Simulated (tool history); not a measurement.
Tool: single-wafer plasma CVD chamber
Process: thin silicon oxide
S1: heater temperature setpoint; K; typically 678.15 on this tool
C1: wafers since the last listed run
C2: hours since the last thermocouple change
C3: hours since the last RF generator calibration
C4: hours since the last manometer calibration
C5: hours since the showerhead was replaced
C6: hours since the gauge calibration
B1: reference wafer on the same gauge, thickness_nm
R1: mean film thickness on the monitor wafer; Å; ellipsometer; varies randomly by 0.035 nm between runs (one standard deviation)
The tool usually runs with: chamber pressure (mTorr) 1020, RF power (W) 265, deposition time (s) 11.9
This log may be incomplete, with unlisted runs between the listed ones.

{"run": 1, "day": 0.0, "S1": 688.15, "chamber pressure (mTorr)": 1020, "RF power (W)": 265, "deposition time (s)": 11.9, "C1": 0, "C2": 2602.9, "C3": 1344.4, "C4": 1551.0, "C5": 6681.2, "C6": 170.8, "B1": 21.597, "R1": 228.37}
{"day": 0.375, "done": "gauge calibrated"}
{"run": 2, "day": 0.579, "S1": 670.15, "chamber pressure (mTorr)": 820, "RF power (W)": 265, "deposition time (s)": 11.9, "C1": 431, "C2": 2616.8, "C3": 1358.3, "C4": 1564.9, "C5": 6695.1, "C6": 4.9, "B1": 21.607, "R1": 193.3}
{"run": 3, "day": 1.846, "S1": 670.15, "chamber pressure (mTorr)": 820, "RF power (W)": 265, "deposition time (s)": 11.9, "C1": 943, "C2": 2647.2, "C3": 1388.7, "C4": 1595.3, "C5": 6725.5, "C6": 35.3, "B1": 21.603, "R1": 192.54}
{"run": 4, "day": 2.388, "S1": 678.15, "chamber pressure (mTorr)": 1020, "RF power (W)": 265, "deposition time (s)": 11.9, "C1": 403, "C2": 2660.2, "C3": 1401.7, "C4": 1608.3, "C5": 6738.5, "C6": 48.3, "B1": 21.606, "R1": 229.72}
{"run": 5, "day": 2.8, "S1": 672.15, "chamber pressure (mTorr)": 1020, "RF power (W)": 265, "deposition time (s)": 11.0, "C1": 307, "C2": 2670.1, "C3": 1411.6, "C4": 1618.2, "C5": 6748.4, "C6": 58.2, "B1": 21.601, "R1": 212.51}
{"run": 6, "day": 3.425, "S1": 672.15, "chamber pressure (mTorr)": 1020, "RF power (W)": 265, "deposition time (s)": 11.0, "C1": 465, "C2": 2685.1, "C3": 1426.6, "C4": 1633.2, "C5": 6763.4, "C6": 73.2, "B1": 21.605, "R1": 212.67}
{"run": 7, "day": 3.858, "S1": 672.15, "chamber pressure (mTorr)": 1020, "RF power (W)": 265, "deposition time (s)": 11.0, "C1": 322, "C2": 2695.5, "C3": 1437.0, "C4": 1643.6, "C5": 6773.8, "C6": 83.6, "B1": 21.606, "R1": 212.08}
{"day": 4.288, "done": "RF generator calibrated"}
{"run": 8, "day": 4.308, "S1": 678.15, "chamber pressure (mTorr)": 830, "RF power (W)": 265, "deposition time (s)": 11.9, "C1": 86, "C2": 2706.3, "C3": 0.5, "C4": 1654.4, "C5": 6784.6, "C6": 94.4, "B1": 21.597, "R1": 192.94}
{"run": 9, "day": 4.467, "S1": 678.15, "chamber pressure (mTorr)": 830, "RF power (W)": 265, "deposition time (s)": 11.9, "C1": 117, "C2": 2710.1, "C3": 4.3, "C4": 1658.2, "C5": 6788.4, "C6": 98.2, "B1": 21.604, "R1": 192.58}
{"run": 10, "day": 4.808, "S1": 678.15, "chamber pressure (mTorr)": 1220, "RF power (W)": 215, "deposition time (s)": 14.1, "C1": 254, "C2": 2718.3, "C3": 12.5, "C4": 1666.4, "C5": 6796.6, "C6": 106.4, "B1": 21.599, "R1": 282.6}
{"run": 11, "day": 5.183, "S1": 678.15, "chamber pressure (mTorr)": 1020, "RF power (W)": 265, "deposition time (s)": 11.9, "C1": 279, "C2": 2727.3, "C3": 21.5, "C4": 1675.4, "C5": 6805.6, "C6": 115.4, "B1": 21.591, "R1": 228.42}
{"run": 12, "day": 5.762, "S1": 678.15, "chamber pressure (mTorr)": 1020, "RF power (W)": 265, "deposition time (s)": 11.9, "C1": 431, "C2": 2741.2, "C3": 35.4, "C4": 1689.3, "C5": 6819.5, "C6": 129.3, "B1": 21.597, "R1": 227.84}
{"run": 13, "day": 6.05, "S1": 678.15, "chamber pressure (mTorr)": 820, "RF power (W)": 215, "deposition time (s)": 11.9, "C1": 214, "C2": 2748.1, "C3": 42.3, "C4": 1696.2, "C5": 6826.4, "C6": 136.2, "B1": 21.608, "R1": 177.17}
{"day": 6.717, "done": "thermocouple changed; heater temperature recalibrated"}
{"day": 7.1, "done": "showerhead replaced"}
{"run": 14, "day": 7.121, "S1": 678.15, "chamber pressure (mTorr)": 1020, "RF power (W)": 265, "deposition time (s)": 11.9, "C1": 301, "C2": 9.7, "C3": 68.0, "C4": 1721.9, "C5": 0.5, "C6": 161.9, "B1": 21.597, "R1": 228.03}
{"day": 7.879, "done": "gauge calibrated"}
{"day": 7.971, "done": "capacitance manometer re-zeroed and calibrated"}
{"run": 15, "day": 8.954, "S1": 664.15, "chamber pressure (mTorr)": 1210, "RF power (W)": 225, "deposition time (s)": 11.9, "C1": 1117, "C2": 53.7, "C3": 112.0, "C4": 23.6, "C5": 44.5, "C6": 25.8, "B1": 21.595, "R1": 249.98}
{"run": 16, "day": 9.433, "S1": 678.15, "chamber pressure (mTorr)": 1020, "RF power (W)": 265, "deposition time (s)": 11.9, "C1": 356, "C2": 65.2, "C3": 123.5, "C4": 35.1, "C5": 56.0, "C6": 37.3, "B1": 21.612, "R1": 234.38}
{"run": 17, "day": 10.15, "S1": 668.15, "chamber pressure (mTorr)": 1020, "RF power (W)": 265, "deposition time (s)": 11.9, "C1": 533, "C2": 82.4, "C3": 140.7, "C4": 52.3, "C5": 73.2, "C6": 54.5, "B1": 21.6, "R1": 235.98}
{"run": 18, "day": 10.738, "S1": 678.15, "chamber pressure (mTorr)": 1020, "RF power (W)": 265, "deposition time (s)": 9.8, "C1": 437, "C2": 96.5, "C3": 154.8, "C4": 66.4, "C5": 87.3, "C6": 68.6, "B1": 21.598, "R1": 193.45}
{"run": 19, "day": 11.217, "S1": 673.15, "chamber pressure (mTorr)": 1020, "RF power (W)": 300, "deposition time (s)": 11.9, "C1": 356, "C2": 108.0, "C3": 166.3, "C4": 77.9, "C5": 98.8, "C6": 80.1, "B1": 21.597, "R1": 245.87}

Branching from run 19: 5 alternative next runs. What would each branch give?
{"run": "A", "day": 11.233, "S1": 678.15, "chamber pressure (mTorr)": 1020, "RF power (W)": 265, "deposition time (s)": 12.7, "C1": 12, "C2": 108.4, "C3": 166.7, "C4": 78.3, "C5": 99.2, "C6": 80.5, "B1": "?", "R1": "?"}
{"run": "B", "day": 11.233, "S1": 688.15, "chamber pressure (mTorr)": 1100, "RF power (W)": 265, "deposition time (s)": 11.9, "C1": 12, "C2": 108.4, "C3": 166.7, "C4": 78.3, "C5": 99.2, "C6": 80.5, "B1": "?", "R1": "?"}
{"run": "C", "day": 11.233, "S1": 682.15, "chamber pressure (mTorr)": 1100, "RF power (W)": 305, "deposition time (s)": 13.7, "C1": 12, "C2": 108.4, "C3": 166.7, "C4": 78.3, "C5": 99.2, "C6": 80.5, "B1": "?", "R1": "?"}
{"run": "D", "day": 11.233, "S1": 688.15, "chamber pressure (mTorr)": 1230, "RF power (W)": 310, "deposition time (s)": 10.1, "C1": 12, "C2": 108.4, "C3": 166.7, "C4": 78.3, "C5": 99.2, "C6": 80.5, "B1": "?", "R1": "?"}
{"run": "E", "day": 11.233, "S1": 678.15, "chamber pressure (mTorr)": 1170, "RF power (W)": 305, "deposition time (s)": 11.9, "C1": 12, "C2": 108.4, "C3": 166.7, "C4": 78.3, "C5": 99.2, "C6": 80.5, "B1": "?", "R1": "?"}

run=A B1=21.598 R1=250.67
run=B B1=21.598 R1=244.96
run=C B1=21.598 R1=296.62
run=D B1=21.598 R1=234.83
run=E B1=21.598 R1=268.92
Had the tool no hidden state, the same runs would have come out as:
run=A R1=251.83
run=B R1=246.09
run=C R1=298.00
run=D R1=235.48
run=E R1=270.16
